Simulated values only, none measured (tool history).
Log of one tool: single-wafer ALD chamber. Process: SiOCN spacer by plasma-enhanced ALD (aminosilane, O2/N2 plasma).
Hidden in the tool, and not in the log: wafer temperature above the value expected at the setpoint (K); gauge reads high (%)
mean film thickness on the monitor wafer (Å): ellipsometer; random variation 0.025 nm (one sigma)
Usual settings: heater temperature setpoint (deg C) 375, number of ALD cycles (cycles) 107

run    hour  heater temperature setpoint (deg C)  number of ALD cycles (cycles)  wafers since the last listed run  hours since the last thermocouple change  hours since the gauge calibration  read-back reference wafer on the same gauge, thickness_nm  mean film thickness on the monitor wafer (Å)
  1       0                                  375                            107                                 0                                      1098                             2630.2                                                      8.764                                         73.15
  2    53.8                                  375                            107                               107                                    1151.8                               2684                                                      8.756                                         73.08
  3   373.6                                  375                            107                               638                                    1471.6                             3003.8                                                       8.76                                         73.45
  4   429.1                                  375                            107                               110                                    1527.1                             3059.3                                                       8.76                                         73.88
  5   533.3                                  375                            107                               207                                    1631.3                             3163.5                                                      8.761                                         73.74
  6   608.7                                  375                            107                               150                                    1706.7                             3238.9                                                      8.761                                         73.38
  7   701.7                                  375                            107                               185                                    1799.7                             3331.9                                                      8.758                                         73.27
  8   745.2                                  375                            107                                86                                    1843.2                             3375.4                                                      8.757                                         73.31
  9   801.3                                  375                            107                               111                                    1899.3                             3431.5                                                      8.762                                         73.26
 10   863.5                                  375                            107                               124                                    1961.5                             3493.7                                                      8.758                                         73.35
 11   959.9                                  386                            107                               192                                    2057.9                             3590.1                                                      8.759                                         73.48
 12  1053.7                                  386                            107                               187                                    2151.7                             3683.9                                                      8.764                                         73.03
 13    1105                                  386                            107                               102                                      2203                             3735.2                                                      8.762                                         73.34
 14    1197                                  375                            107                               183                                      2295                             3827.2                                                      8.761                                         73.67
 15  1304.2                                  375                            107                               213                                    2402.2                             3934.4                                                      8.761                                         73.61
 16  1483.4                                  375                            107                               357                                    2581.4                             4113.6                                                      8.753                                         73.43
 17  1536.9                                  375                            107                               106                                    2634.9                             4167.1                                                      8.767                                         73.51
 18  1644.2                                  375                            107                               214                                    2742.2                             4274.4                                                      8.761                                            73
     1786.7  -- thermocouple changed; heater temperature recalibrated
     1789.2  -- gauge calibrated
 19  1894.3                                  375                            107                               483                                     107.6                              105.1                                                      8.759                                         73.34
 20  1930.9                                  369                            107                                73                                     144.2                              141.7                                                       8.76                                         72.97
 21  2026.5                                  369                            107                               190                                     239.8                              237.3                                                      8.767                                         73.61
 22  2110.5                                  369                            107                               167                                     323.8                              321.3                                                      8.759                                         73.31
 23  2159.5                                  361                             93                                97                                     372.8                              370.3                                                      8.758                                         63.94
 24  2217.3                                  375                            107                               115                                     430.6                              428.1                                                       8.76                                          73.3
 25  2280.2                                  379                             93                               125                                     493.5                                491                                                      8.761                                          63.9
 26  2384.9                                  360                             86                               208                                     598.2                              595.7                                                      8.765                                         58.84
 27  2442.7                                  389                            122                               115                                       656                              653.5                                                      8.756                                         83.69
 28    2548                                  381                            121                               210                                     761.3                              758.8                                                      8.761                                         83.37
 29  2584.4                                  387                            124                                72                                     797.7                              795.2                                                      8.759                                         85.46
 30    2626                                  375                            107                                83                                     839.3                              836.8                                                      8.755                                         73.73
 31  2729.6                                  375                            107                               206                                     942.9                              940.4                                                      8.759                                         73.01
 32  2820.8                                  375                            107                               181                                    1034.1                             1031.6                                                      8.765                                         73.48
 33  2996.2                                  384                             88                               350                                    1209.5                               1207                                                      8.759                                         60.59
 34  3070.6                                  375                            107                               148                                    1283.9                             1281.4                                                      8.758                                         73.07
 35  3140.8                                  375                            107                               140                                    1354.1                             1351.6                                                      8.767                                         73.29
 36  3230.3                                  375                            107                               178                                    1443.6                             1441.1                                                      8.759                                         73.04
 37  3321.9                                  375                             96                               182                                    1535.2                             1532.7                                                      8.758                                         65.96
 38  3389.3                                  371                             89                               134                                    1602.6                             1600.1                                                      8.754                                         61.02
 39  3482.2                                  367                            116                               185                                    1695.5                               1693                                                      8.758                                         79.48
 40    3573                                  363                             86                               181                                    1786.3                             1783.8                                                      8.762                                         59.28
 41  3644.9                                  361                             98                               143                                    1858.2                             1855.7                                                      8.757                                         67.42
 42    3722                                  375                            107                               153                                    1935.3                             1932.8                                                       8.76                                          73.3
 43  3782.7                                  375                             86                               121                                      1996                             1993.5                                                       8.76                                         58.82
 44  3881.8                                  375                            107                               197                                    2095.1                             2092.6                                                      8.753                                         73.22
 45  3957.2                                  379                             93                               150                                    2170.5                               2168                                                      8.761                                          64.1
 46  4036.5                                  387                            118                               158                                    2249.8                             2247.3                                                      8.758                                         81.13

How the hidden state differs across the entries between the runs, from the last listed run before each to the first after it:
Between runs 18 and 19: thermocouple changed; heater temperature recalibrated (hour 1786.7); gauge calibrated (hour 1789.2)
  no hidden state differs between the two runs
